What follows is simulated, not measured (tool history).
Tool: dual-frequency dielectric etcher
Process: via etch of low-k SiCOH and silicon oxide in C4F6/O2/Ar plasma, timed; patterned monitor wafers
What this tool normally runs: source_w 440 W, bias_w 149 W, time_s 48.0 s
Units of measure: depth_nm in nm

| run | hour | source_w | bias_w | time_s | read-back reference wafer on the same gauge, depth_nm | depth_nm |
|---|---|---|---|---|---|---|
| 1 | 0.0 | 440 | 149 | 48.0 | 129.0 | 124.0 |
| 2 | 84.6 | 440 | 149 | 48.0 | 128.9 | 122.6 |
| 3 | 113.6 | 440 | 149 | 48.0 | 129.1 | 122.6 |
| 4 | 144.7 | 440 | 149 | 48.0 | 129.0 | 122.4 |
| 5 | 159.6 | 440 | 149 | 48.0 | 129.0 | 122.8 |
| 6 | 178.4 | 440 | 149 | 48.0 | 129.1 | 122.7 |
| 7 | 196.5 | 440 | 149 | 48.0 | 129.1 | 123.1 |
| 8 | 212.6 | 420 | 149 | 48.0 | 129.2 | 120.1 |
|  | 242.0 | source power generator calibrated |
| 9 | 274.0 | 440 | 149 | 48.0 | 128.9 | 121.9 |
| 10 | 292.1 | 440 | 149 | 48.0 | 129.0 | 122.8 |
| 11 | 307.7 | 370 | 149 | 48.0 | 129.0 | 109.3 |
| 12 | 325.2 | 370 | 149 | 48.0 | 129.0 | 108.9 |
| 13 | 346.0 | 370 | 149 | 48.0 | 129.0 | 108.6 |
| 14 | 376.4 | 540 | 118 | 48.0 | 129.0 | 127.0 |
| 15 | 412.2 | 360 | 170 | 43.5 | 129.0 | 101.9 |
|  | 443.1 | gauge calibrated |
|  | 449.2 | wet clean of the chamber |
| 16 | 449.7 | 440 | 163 | 57.0 | 129.0 | 148.4 |
| 17 | 478.8 | 440 | 149 | 48.0 | 129.1 | 120.5 |
|  | 508.6 | upper electrode replaced |
| 18 | 509.1 | 470 | 168 | 53.5 | 129.1 | 146.2 |
| 19 | 518.5 | 500 | 149 | 48.0 | 129.0 | 130.2 |
|  | 533.5 | bias power generator calibrated |
| 20 | 553.6 | 440 | 149 | 48.0 | 129.0 | 120.7 |
| 21 | 583.5 | 340 | 161 | 54.5 | 129.2 | 117.9 |
| 22 | 619.5 | 550 | 172 | 61.5 | 128.9 | 186.1 |
| 23 | 633.0 | 540 | 149 | 55.0 | 129.0 | 155.5 |
|  | 665.8 | wet clean of the chamber, repeated, since the last time left the tool worse |
| 24 | 666.6 | 400 | 186 | 42.5 | 128.8 | 111.7 |
| 25 | 701.6 | 390 | 149 | 48.0 | 128.9 | 114.5 |
| 26 | 721.8 | 390 | 149 | 52.0 | 129.1 | 123.3 |
| 27 | 750.7 | 440 | 149 | 48.0 | 129.0 | 122.8 |
| 28 | 768.4 | 440 | 149 | 48.0 | 129.0 | 122.9 |
| 29 | 790.2 | 440 | 149 | 48.0 | 128.9 | 123.6 |
| 30 | 823.4 | 440 | 149 | 48.0 | 129.1 | 122.8 |

Some steps in depth_nm, run to run, broken into two amounts with sign: the step expected even without the hidden condition (settings, incoming material, random variation), and the rest, left for the hidden condition together with whatever gauge scatter is not in both the measured and the hidden-condition-free result:
Hidden conditions of the tool in this case: etch rate over this chamber's usual, %; source power that arrives over what is set, %; bias power that arrives over what is set, %; gauge reads high (%).
Run 15 -> 16: source_w 360 -> 440, bias_w 170 -> 163, time_s 43.5 -> 57.0, gauge calibrated, wet clean of the chamber. depth_nm +46.5 nm: hidden state -2.2, all else +48.7.
Run 21 -> 22: source_w 340 -> 550, bias_w 161 -> 172, time_s 54.5 -> 61.5. depth_nm +68.2 nm: hidden state -2.3, all else +70.5.
Run 23 -> 24: source_w 540 -> 400, bias_w 149 -> 186, time_s 55.0 -> 42.5, wet clean of the chamber, repeated, since the last time left the tool worse. depth_nm -43.8 nm: hidden state +4.6, all else -48.4.

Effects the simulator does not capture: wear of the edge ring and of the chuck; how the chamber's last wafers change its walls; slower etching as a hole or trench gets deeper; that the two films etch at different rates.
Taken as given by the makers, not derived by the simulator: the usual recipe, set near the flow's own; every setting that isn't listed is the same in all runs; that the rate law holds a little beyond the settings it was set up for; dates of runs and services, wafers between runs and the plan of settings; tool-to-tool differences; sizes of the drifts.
